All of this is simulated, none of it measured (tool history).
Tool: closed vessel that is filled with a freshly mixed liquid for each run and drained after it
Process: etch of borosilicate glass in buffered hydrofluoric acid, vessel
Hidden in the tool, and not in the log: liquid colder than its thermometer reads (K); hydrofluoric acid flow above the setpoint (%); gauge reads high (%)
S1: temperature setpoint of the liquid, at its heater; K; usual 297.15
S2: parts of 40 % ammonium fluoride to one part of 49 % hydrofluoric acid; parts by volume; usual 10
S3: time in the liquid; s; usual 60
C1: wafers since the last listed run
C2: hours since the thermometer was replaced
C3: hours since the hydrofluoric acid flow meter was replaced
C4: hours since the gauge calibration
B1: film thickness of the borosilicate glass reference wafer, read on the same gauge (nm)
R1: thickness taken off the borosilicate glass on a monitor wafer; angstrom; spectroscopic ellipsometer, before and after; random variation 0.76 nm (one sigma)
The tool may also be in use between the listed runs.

run,hour,S1,S2,S3,C1,C2,C3,C4,B1,R1
1,0.0,297.15,10,60,0,218.5,631.9,1021.4,99.98,878.2
2,76.0,297.15,10,60,6872,294.5,707.9,1097.4,100.01,879.1
3,140.3,294.65,10,60,5814,358.8,772.2,1161.7,99.97,756.2
4,217.6,297.15,10,45,6989,436.1,849.5,1239.0,100.00,660.0
5,299.7,297.15,10,45,7424,518.2,931.6,1321.1,100.02,663.0
6,399.4,297.15,10,45,9015,617.9,1031.3,1420.8,100.03,671.5
7,490.8,293.15,10,60,8265,709.3,1122.7,1512.2,99.98,719.6
# hour 601.2: thermometer replaced
8,804.1,293.15,10,60,28240,202.9,1436.0,1825.5,100.00,729.2
9,912.0,293.15,10,60,9757,310.8,1543.9,1933.4,100.00,734.5
10,984.8,297.15,10,60,6583,383.6,1616.7,2006.2,100.00,921.3
# hour 1015.2: gauge calibrated
# hour 1121.6: hydrofluoric acid flow meter replaced
11,1169.6,301.65,10,30,16620,568.4,48.0,154.4,100.02,539.8
12,1241.4,297.15,10,60,6492,640.2,119.8,226.2,100.02,846.7
13,1331.6,297.15,10,60,8156,730.4,210.0,316.4,99.98,862.3
# hour 1354.2: thermometer replaced
14,1429.8,299.65,9,30,8789,75.6,308.2,414.6,100.00,527.2

Forecast run 15:
15,1487.6,299.15,9,45,5226,133.4,366.0,472.4,?,?

B1: 100.00
R1: 770.2 angstrom
Without the tool's hidden state the same run would have given R1 744.1 angstrom.
